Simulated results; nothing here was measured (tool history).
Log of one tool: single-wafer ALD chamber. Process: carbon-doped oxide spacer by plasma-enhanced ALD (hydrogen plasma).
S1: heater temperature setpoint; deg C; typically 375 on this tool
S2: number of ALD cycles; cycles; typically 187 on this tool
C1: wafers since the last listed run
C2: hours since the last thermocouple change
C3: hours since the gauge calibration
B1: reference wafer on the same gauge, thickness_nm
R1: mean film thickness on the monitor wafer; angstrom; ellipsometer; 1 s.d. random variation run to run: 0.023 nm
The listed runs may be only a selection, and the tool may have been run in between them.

run 1 hour=0.0 | S1=375 S2=160 | C1=0 C2=2145.8 C3=8.7 | B1=7.834 | R1=77.50
run 2 hour=28.6 | S1=375 S2=160 | C1=33 C2=2174.4 C3=37.3 | B1=7.839 | R1=76.98
run 3 hour=53.3 | S1=375 S2=203 | C1=29 C2=2199.1 C3=62.0 | B1=7.840 | R1=97.31
run 4 hour=85.1 | S1=375 S2=203 | C1=37 C2=2230.9 C3=93.8 | B1=7.840 | R1=97.59
run 5 hour=113.4 | S1=375 S2=203 | C1=33 C2=2259.2 C3=122.1 | B1=7.844 | R1=97.94
run 6 hour=127.2 | S1=375 S2=187 | C1=16 C2=2273.0 C3=135.9 | B1=7.842 | R1=89.49
-- hour=157.4 thermocouple changed; heater temperature recalibrated
run 7 hour=160.6 | S1=375 S2=187 | C1=30 C2=3.2 C3=169.3 | B1=7.836 | R1=90.02
run 8 hour=179.6 | S1=369 S2=214 | C1=22 C2=22.2 C3=188.3 | B1=7.838 | R1=103.02
run 9 hour=208.6 | S1=375 S2=187 | C1=34 C2=51.2 C3=217.3 | B1=7.838 | R1=90.55
run 10 hour=233.9 | S1=375 S2=187 | C1=29 C2=76.5 C3=242.6 | B1=7.835 | R1=89.94
run 11 hour=253.3 | S1=375 S2=150 | C1=22 C2=95.9 C3=262.0 | B1=7.841 | R1=72.30
run 12 hour=269.9 | S1=375 S2=160 | C1=19 C2=112.5 C3=278.6 | B1=7.836 | R1=76.98
run 13 hour=292.9 | S1=389 S2=166 | C1=27 C2=135.5 C3=301.6 | B1=7.838 | R1=80.29
run 14 hour=306.5 | S1=364 S2=187 | C1=16 C2=149.1 C3=315.2 | B1=7.833 | R1=90.12
-- hour=329.4 gauge calibrated
run 15 hour=330.8 | S1=375 S2=187 | C1=28 C2=173.4 C3=1.4 | B1=7.842 | R1=89.98
run 16 hour=360.2 | S1=375 S2=187 | C1=34 C2=202.8 C3=30.8 | B1=7.833 | R1=90.13
run 17 hour=389.4 | S1=366 S2=166 | C1=34 C2=232.0 C3=60.0 | B1=7.843 | R1=79.54
run 18 hour=402.7 | S1=368 S2=201 | C1=15 C2=245.3 C3=73.3 | B1=7.838 | R1=96.74
run 19 hour=419.1 | S1=375 S2=187 | C1=19 C2=261.7 C3=89.7 | B1=7.835 | R1=90.07
run 20 hour=481.8 | S1=369 S2=177 | C1=74 C2=324.4 C3=152.4 | B1=7.844 | R1=85.27
run 21 hour=504.3 | S1=375 S2=168 | C1=26 C2=346.9 C3=174.9 | B1=7.840 | R1=80.61

Exercise: give the hidden state of the tool at every run:
wafer temperature above the value expected at the setpoint (K): 0, the same for each run
gauge reads high (%): 0, the same for each run
